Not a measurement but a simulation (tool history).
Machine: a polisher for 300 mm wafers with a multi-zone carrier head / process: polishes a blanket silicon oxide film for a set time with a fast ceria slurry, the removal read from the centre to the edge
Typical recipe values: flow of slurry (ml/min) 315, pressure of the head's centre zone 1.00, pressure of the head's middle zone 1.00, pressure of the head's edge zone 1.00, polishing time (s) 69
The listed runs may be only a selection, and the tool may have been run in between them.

run,hour,flow of slurry (ml/min),pressure of the head's centre zone,pressure of the head's middle zone,pressure of the head's edge zone,polishing time (s),wafers since the last listed run,wafers polished on this pad,hours since the slurry nozzle was cleaned,hours since the centre zone pressure was calibrated,hours since the edge zone pressure was calibrated,hours since the carrier head's membrane was replaced,"incoming thickness of the incoming film, nm",film removed at the wafer's centre (nm),film removed at mid-radius (nm),film removed at the wafer's edge (nm)
1,0.0,315,1.00,1.00,1.10,69,0,545,834.3,744.1,642.7,78.6,3479.5,1316.0,1267.4,1291.6
2,17.8,315,1.00,1.05,1.00,69,184,730,852.1,761.9,660.5,96.4,3513.5,1354.1,1281.5,1197.2
3,30.4,405,0.96,1.00,1.08,61,130,861,864.7,774.5,673.1,109.0,3512.3,1141.1,1129.4,1147.8
4,44.8,315,0.92,1.00,1.04,57,149,1011,879.1,788.9,687.5,123.4,3489.2,983.5,1037.6,1036.4
# hour 51.9: slurry nozzle cleaned
# hour 62.9: worn pad replaced by a new one
5,64.0,315,1.11,1.00,1.00,69,147,11,12.1,808.1,706.7,142.6,3511.9,1521.1,1243.6,1227.2
6,72.7,315,1.00,1.00,1.00,69,90,102,20.8,816.8,715.4,151.3,3601.2,1343.3,1229.6,1185.3
7,87.6,315,1.07,0.95,0.89,69,154,256,35.7,831.7,730.3,166.2,3544.3,1494.0,1178.2,1140.3
8,95.0,230,0.95,0.90,0.97,69,76,333,43.1,839.1,737.7,173.6,3518.5,1222.0,1149.2,1148.9
# hour 99.3: edge zone pressure recalibrated
9,103.8,235,1.06,1.00,0.91,54,70,404,51.9,847.9,4.5,182.4,3559.5,1108.4,943.2,876.8
10,110.6,315,1.00,0.90,1.05,85,70,475,58.7,854.7,11.3,189.2,3574.3,1677.6,1421.8,1535.9
11,123.5,315,1.00,1.00,1.00,69,134,609,71.6,867.6,24.2,202.1,3504.7,1355.2,1237.9,1208.9
# hour 133.4: centre zone pressure recalibrated
12,133.9,315,1.00,1.00,1.09,52,87,696,82.0,0.5,34.6,212.5,3561.2,930.1,944.9,960.6
13,147.3,315,1.00,1.00,1.00,69,139,835,95.4,13.9,48.0,225.9,3571.4,1244.8,1212.2,1212.5

For run 14, what comes out?
14,156.7,315,0.92,1.09,1.00,69,97,933,104.8,23.3,57.4,235.3,3561.6,?,?,?

Run 14 produced film removed at the wafer's centre (nm) 1113.6, film removed at mid-radius (nm) 1309.6, film removed at the wafer's edge (nm) 1218.6.
Take away the tool's hidden state, keep the run-to-run variation as it was, and the same run would have given film removed at the wafer's centre (nm) 1083.1, film removed at mid-radius (nm) 1309.7, film removed at the wafer's edge (nm) 1218.6.

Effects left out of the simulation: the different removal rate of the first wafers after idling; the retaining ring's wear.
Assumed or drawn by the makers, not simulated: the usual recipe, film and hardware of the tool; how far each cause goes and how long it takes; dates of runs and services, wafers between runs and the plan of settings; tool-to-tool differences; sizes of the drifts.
